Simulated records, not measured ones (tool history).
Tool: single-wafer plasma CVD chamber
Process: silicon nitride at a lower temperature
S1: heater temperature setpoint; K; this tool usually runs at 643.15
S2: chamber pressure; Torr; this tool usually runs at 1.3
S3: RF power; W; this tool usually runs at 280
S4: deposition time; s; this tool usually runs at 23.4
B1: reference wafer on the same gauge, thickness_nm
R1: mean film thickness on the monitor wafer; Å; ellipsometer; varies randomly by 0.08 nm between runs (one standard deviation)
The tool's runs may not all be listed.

run 1 hour=0 | S1=643.15 S2=1.41 S3=280 S4=23.4 | B1=20.193 | R1=248.69
run 2 hour=15.1 | S1=643.15 S2=1.41 S3=280 S4=23.4 | B1=20.189 | R1=249.25
run 3 hour=31.1 | S1=643.15 S2=1.41 S3=280 S4=23.4 | B1=20.183 | R1=250.4
run 4 hour=74.2 | S1=643.15 S2=1.3 S3=280 S4=23.4 | B1=20.212 | R1=243.27
run 5 hour=83.2 | S1=643.15 S2=1.3 S3=280 S4=23.4 | B1=20.221 | R1=243.08
run 6 hour=93.2 | S1=643.15 S2=1.3 S3=280 S4=23.4 | B1=20.191 | R1=243.49
run 7 hour=105.8 | S1=643.15 S2=1.3 S3=280 S4=23.4 | B1=20.189 | R1=244.3
run 8 hour=113.7 | S1=643.15 S2=1.3 S3=280 S4=23.4 | B1=20.206 | R1=243.94
-- hour=149.5 gauge calibrated
run 9 hour=153.5 | S1=643.15 S2=1.3 S3=280 S4=23.4 | B1=20.2 | R1=243.15
-- hour=165.4 RF generator calibrated
run 10 hour=165.9 | S1=643.15 S2=1.3 S3=280 S4=23.4 | B1=20.204 | R1=241.96
run 11 hour=173.6 | S1=643.15 S2=1.3 S3=280 S4=22.2 | B1=20.2 | R1=230.75
-- hour=188.3 thermocouple changed; heater temperature recalibrated
run 12 hour=189.5 | S1=643.15 S2=1.3 S3=280 S4=22.2 | B1=20.22 | R1=230.86
run 13 hour=203.2 | S1=647.15 S2=1.02 S3=265 S4=20.1 | B1=20.207 | R1=185.92
-- hour=219.8 showerhead replaced
run 14 hour=220.3 | S1=643.15 S2=1.47 S3=240 S4=23.4 | B1=20.213 | R1=226.31
run 15 hour=220.9 | S1=656.15 S2=1.58 S3=280 S4=20.7 | B1=20.205 | R1=226.43
-- hour=238.2 capacitance manometer re-zeroed and calibrated
run 16 hour=238.7 | S1=643.15 S2=1.41 S3=280 S4=23.4 | B1=20.2 | R1=250.19
run 17 hour=243.5 | S1=636.15 S2=1.3 S3=325 S4=23.4 | B1=20.206 | R1=268.41
run 18 hour=255.7 | S1=649.15 S2=1.05 S3=315 S4=24.9 | B1=20.195 | R1=260.27
run 19 hour=270.8 | S1=643.15 S2=1.3 S3=280 S4=23.4 | B1=20.19 | R1=243.47
run 20 hour=282 | S1=649.15 S2=1.13 S3=280 S4=23.4 | B1=20.195 | R1=232.86
run 21 hour=290.6 | S1=643.15 S2=1.18 S3=280 S4=23.4 | B1=20.196 | R1=237.13
run 22 hour=297.3 | S1=629.15 S2=1.17 S3=325 S4=19.6 | B1=20.208 | R1=218.99
run 23 hour=311.2 | S1=652.15 S2=1.12 S3=280 S4=26.4 | B1=20.21 | R1=259.98
run 24 hour=318.4 | S1=643.15 S2=1.47 S3=240 S4=23.4 | B1=20.195 | R1=228.38
run 25 hour=324.6 | S1=643.15 S2=1.05 S3=255 S4=23.4 | B1=20.206 | R1=213.54

Forecast each of these 3 alternatives for the next run:
run A hour=325 | S1=648.15 S2=1.3 S3=280 S4=23.4 | B1=? | R1=?
run B hour=325 | S1=639.15 S2=1.3 S3=315 S4=27.5 | B1=? | R1=?
run C hour=325 | S1=639.15 S2=1.18 S3=325 S4=23.4 | B1=? | R1=?

run=A B1=20.182 R1=243.91
run=B B1=20.182 R1=309.96
run=C B1=20.182 R1=261.31
Take away the tool's hidden state, keep each run's random variation, and the runs would have read:
run=A R1=243.91
run=B R1=309.96
run=C R1=261.31
